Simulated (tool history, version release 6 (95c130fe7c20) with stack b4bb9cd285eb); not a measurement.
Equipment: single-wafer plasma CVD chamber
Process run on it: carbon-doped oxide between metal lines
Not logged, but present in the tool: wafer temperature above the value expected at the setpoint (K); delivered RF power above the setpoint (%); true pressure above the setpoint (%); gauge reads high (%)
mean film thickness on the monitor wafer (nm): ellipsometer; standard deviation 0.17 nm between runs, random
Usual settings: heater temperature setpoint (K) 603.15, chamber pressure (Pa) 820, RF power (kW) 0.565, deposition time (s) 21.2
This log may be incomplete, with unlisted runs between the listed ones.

run,hour,heater temperature setpoint (K),chamber pressure (Pa),RF power (kW),deposition time (s),wafers since the last listed run,hours since the last thermocouple change,hours since the last RF generator calibration,hours since the last manometer calibration,hours since the showerhead was replaced,hours since the gauge calibration,"read-back reference wafer on the same gauge, thickness_nm",mean film thickness on the monitor wafer (nm)
1,0.0,603.15,820,0.640,21.2,0,2250.5,2507.4,1864.1,3867.0,46.8,100.002,122.602
2,15.7,603.15,820,0.640,21.2,419,2266.2,2523.1,1879.8,3882.7,62.5,100.018,122.812
3,37.9,603.15,820,0.565,21.2,592,2288.4,2545.3,1902.0,3904.9,84.7,99.958,109.641
4,70.8,603.15,820,0.565,21.2,878,2321.3,2578.2,1934.9,3937.8,117.6,99.976,109.324
5,92.6,603.15,820,0.565,21.2,581,2343.1,2600.0,1956.7,3959.6,139.4,99.998,109.239
6,122.4,603.15,820,0.565,21.2,795,2372.9,2629.8,1986.5,3989.4,169.2,100.043,108.939
# hour 153.3: capacitance manometer re-zeroed and calibrated
7,158.2,603.15,820,0.565,21.2,742,2408.7,2665.6,4.9,4025.2,205.0,100.052,108.785
8,185.8,603.15,820,0.565,21.2,736,2436.3,2693.2,32.5,4052.8,232.6,100.015,109.293
# hour 218.2: showerhead replaced
# hour 219.5: RF generator calibrated
9,220.0,603.15,820,0.565,22.1,666,2470.5,0.5,66.7,1.8,266.8,100.001,122.002
# hour 265.7: thermocouple changed; heater temperature recalibrated
10,266.2,603.15,820,0.565,21.2,1019,0.5,46.7,112.9,48.0,313.0,99.993,114.552
11,285.4,603.15,941,0.655,21.2,512,19.7,65.9,132.1,67.2,332.2,100.008,131.391
12,298.7,603.15,820,0.565,21.2,355,33.0,79.2,145.4,80.5,345.5,99.964,114.317

What does the tool deliver on the next run?
# hour 319.2: gauge calibrated
13,325.4,597.15,875,0.460,21.2,712,59.7,105.9,172.1,107.2,6.2,?,?

Run 13 yielded read-back reference wafer on the same gauge, thickness_nm 99.989, mean film thickness on the monitor wafer (nm) 94.601.
With no hidden state in the tool, this same run would have given mean film thickness on the monitor wafer (nm) 94.990.
